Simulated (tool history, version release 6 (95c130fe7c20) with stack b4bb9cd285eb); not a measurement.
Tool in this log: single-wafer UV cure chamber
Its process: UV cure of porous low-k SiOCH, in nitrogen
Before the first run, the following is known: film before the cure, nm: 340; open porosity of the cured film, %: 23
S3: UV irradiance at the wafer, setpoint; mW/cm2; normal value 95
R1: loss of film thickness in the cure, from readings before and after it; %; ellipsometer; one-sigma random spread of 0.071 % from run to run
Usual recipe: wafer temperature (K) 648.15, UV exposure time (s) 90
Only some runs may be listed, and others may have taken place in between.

{"run": 1, "hour": 0.0, "wafer temperature (K)": 648.15, "UV exposure time (s)": 90, "S3": 95, "R1": 6.221}
{"run": 2, "hour": 13.8, "wafer temperature (K)": 648.15, "UV exposure time (s)": 90, "S3": 95, "R1": 6.212}
{"run": 3, "hour": 28.3, "wafer temperature (K)": 648.15, "UV exposure time (s)": 90, "S3": 95, "R1": 6.139}
{"run": 4, "hour": 48.2, "wafer temperature (K)": 648.15, "UV exposure time (s)": 90, "S3": 95, "R1": 6.113}
{"run": 5, "hour": 64.6, "wafer temperature (K)": 648.15, "UV exposure time (s)": 110, "S3": 81, "R1": 6.246}
{"run": 6, "hour": 84.4, "wafer temperature (K)": 648.15, "UV exposure time (s)": 110, "S3": 81, "R1": 6.264}
{"run": 7, "hour": 117.8, "wafer temperature (K)": 648.15, "UV exposure time (s)": 110, "S3": 81, "R1": 6.127}
{"hour": 130.0, "done": "quartz window cleaned"}
{"run": 8, "hour": 149.0, "wafer temperature (K)": 636.15, "UV exposure time (s)": 90, "S3": 95, "R1": 5.714}
{"run": 9, "hour": 177.7, "wafer temperature (K)": 664.15, "UV exposure time (s)": 110, "S3": 116, "R1": 7.581}
{"run": 10, "hour": 213.4, "wafer temperature (K)": 655.15, "UV exposure time (s)": 50, "S3": 95, "R1": 3.937}
{"run": 11, "hour": 237.5, "wafer temperature (K)": 662.15, "UV exposure time (s)": 90, "S3": 95, "R1": 5.943}
{"run": 12, "hour": 262.6, "wafer temperature (K)": 659.15, "UV exposure time (s)": 55, "S3": 127, "R1": 5.077}
{"hour": 278.0, "done": "UV bulbs replaced"}
{"run": 13, "hour": 291.2, "wafer temperature (K)": 667.15, "UV exposure time (s)": 145, "S3": 95, "R1": 9.434}
{"run": 14, "hour": 306.3, "wafer temperature (K)": 648.15, "UV exposure time (s)": 90, "S3": 95, "R1": 7.141}
{"run": 15, "hour": 329.6, "wafer temperature (K)": 648.15, "UV exposure time (s)": 90, "S3": 116, "R1": 7.872}
{"run": 16, "hour": 354.1, "wafer temperature (K)": 638.15, "UV exposure time (s)": 90, "S3": 95, "R1": 6.948}
{"run": 17, "hour": 378.8, "wafer temperature (K)": 648.15, "UV exposure time (s)": 40, "S3": 95, "R1": 4.186}

Forecast each of these 4 alternatives for the next run:
{"run": "A", "hour": 379.3, "wafer temperature (K)": 648.15, "UV exposure time (s)": 90, "S3": 95, "R1": "?"}
{"run": "B", "hour": 379.3, "wafer temperature (K)": 663.15, "UV exposure time (s)": 40, "S3": 126, "R1": "?"}
{"run": "C", "hour": 379.3, "wafer temperature (K)": 662.15, "UV exposure time (s)": 110, "S3": 68, "R1": "?"}
{"run": "D", "hour": 379.3, "wafer temperature (K)": 654.15, "UV exposure time (s)": 110, "S3": 95, "R1": "?"}

run=A R1=7.231
run=B R1=5.417
run=C R1=6.92
run=D R1=8.164
Without the tool's unlogged condition, the same runs would have read:
run=A R1=7.27
run=B R1=5.452
run=C R1=6.959
run=D R1=8.204
